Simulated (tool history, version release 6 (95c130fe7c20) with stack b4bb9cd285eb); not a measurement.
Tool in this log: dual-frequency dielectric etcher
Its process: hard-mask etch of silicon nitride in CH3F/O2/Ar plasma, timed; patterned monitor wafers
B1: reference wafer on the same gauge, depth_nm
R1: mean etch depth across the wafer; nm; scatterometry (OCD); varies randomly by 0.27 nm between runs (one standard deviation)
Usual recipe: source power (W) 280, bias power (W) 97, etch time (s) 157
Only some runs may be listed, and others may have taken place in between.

{"run": 1, "hour": 0.0, "source power (W)": 280, "bias power (W)": 97, "etch time (s)": 157, "B1": 90, "R1": 102}
{"hour": 13.6, "done": "gauge calibrated"}
{"run": 2, "hour": 18.1, "source power (W)": 280, "bias power (W)": 97, "etch time (s)": 157, "B1": 90, "R1": 101.7}
{"run": 3, "hour": 32.3, "source power (W)": 280, "bias power (W)": 97, "etch time (s)": 157, "B1": 90, "R1": 101.8}
{"run": 4, "hour": 49.8, "source power (W)": 280, "bias power (W)": 97, "etch time (s)": 157, "B1": 90, "R1": 102}
{"run": 5, "hour": 77.5, "source power (W)": 280, "bias power (W)": 111, "etch time (s)": 157, "B1": 90, "R1": 106.1}
{"run": 6, "hour": 103.2, "source power (W)": 280, "bias power (W)": 111, "etch time (s)": 157, "B1": 90, "R1": 106.2}
{"run": 7, "hour": 134.3, "source power (W)": 280, "bias power (W)": 111, "etch time (s)": 157, "B1": 90.1, "R1": 106.4}
{"run": 8, "hour": 150.5, "source power (W)": 280, "bias power (W)": 97, "etch time (s)": 141.5, "B1": 90, "R1": 92.3}
{"run": 9, "hour": 173.6, "source power (W)": 330, "bias power (W)": 103, "etch time (s)": 157, "B1": 90, "R1": 112.8}
{"run": 10, "hour": 185.9, "source power (W)": 300, "bias power (W)": 110, "etch time (s)": 157, "B1": 90, "R1": 110.5}
{"run": 11, "hour": 206.1, "source power (W)": 300, "bias power (W)": 110, "etch time (s)": 157, "B1": 90.1, "R1": 109.6}
{"run": 12, "hour": 223.2, "source power (W)": 300, "bias power (W)": 110, "etch time (s)": 157, "B1": 90.1, "R1": 110.4}
{"run": 13, "hour": 242.0, "source power (W)": 280, "bias power (W)": 113, "etch time (s)": 192.5, "B1": 90.1, "R1": 132}
{"hour": 276.9, "done": "upper electrode replaced"}
{"run": 14, "hour": 277.4, "source power (W)": 280, "bias power (W)": 97, "etch time (s)": 157, "B1": 90.1, "R1": 102.5}
{"run": 15, "hour": 285.5, "source power (W)": 280, "bias power (W)": 97, "etch time (s)": 157, "B1": 90, "R1": 103}
{"run": 16, "hour": 316.1, "source power (W)": 330, "bias power (W)": 88, "etch time (s)": 179, "B1": 90, "R1": 123.6}
{"run": 17, "hour": 335.3, "source power (W)": 280, "bias power (W)": 97, "etch time (s)": 157, "B1": 89.9, "R1": 102.8}
{"run": 18, "hour": 364.2, "source power (W)": 230, "bias power (W)": 120, "etch time (s)": 189.5, "B1": 90, "R1": 119.7}
{"run": 19, "hour": 396.5, "source power (W)": 230, "bias power (W)": 97, "etch time (s)": 126.5, "B1": 90, "R1": 74.8}
{"hour": 424.7, "done": "wet clean of the chamber"}
{"run": 20, "hour": 425.2, "source power (W)": 230, "bias power (W)": 83, "etch time (s)": 157, "B1": 90, "R1": 87.2}
{"hour": 438.9, "done": "bias power generator calibrated"}
{"hour": 439.3, "done": "source power generator calibrated"}
{"run": 21, "hour": 442.4, "source power (W)": 280, "bias power (W)": 108, "etch time (s)": 181, "B1": 90.1, "R1": 120}
{"run": 22, "hour": 454.4, "source power (W)": 280, "bias power (W)": 97, "etch time (s)": 157, "B1": 90, "R1": 101.2}
{"hour": 456.1, "done": "gauge calibrated"}
{"run": 23, "hour": 555.2, "source power (W)": 280, "bias power (W)": 97, "etch time (s)": 132.5, "B1": 90, "R1": 85.9}
{"run": 24, "hour": 577.8, "source power (W)": 230, "bias power (W)": 107, "etch time (s)": 192, "B1": 90, "R1": 115.9}

What if the next run were any one of these 5? Each begins from the tool's condition after run 24:
{"run": "A", "hour": 578.3, "source power (W)": 280, "bias power (W)": 97, "etch time (s)": 157, "B1": "?", "R1": "?"}
{"run": "B", "hour": 578.3, "source power (W)": 280, "bias power (W)": 82, "etch time (s)": 157, "B1": "?", "R1": "?"}
{"run": "C", "hour": 578.3, "source power (W)": 280, "bias power (W)": 112, "etch time (s)": 157, "B1": "?", "R1": "?"}
{"run": "D", "hour": 578.3, "source power (W)": 220, "bias power (W)": 110, "etch time (s)": 134.5, "B1": "?", "R1": "?"}
{"run": "E", "hour": 578.3, "source power (W)": 280, "bias power (W)": 115, "etch time (s)": 143, "B1": "?", "R1": "?"}

run=A B1=90 R1=101.8
run=B B1=90 R1=96.9
run=C B1=90 R1=106.4
run=D B1=90 R1=80.3
run=E B1=90 R1=97.7
Had the tool no hidden state, the same runs would have come out as:
run=A R1=101.4
run=B R1=96.5
run=C R1=106
run=D R1=80
run=E R1=97.3
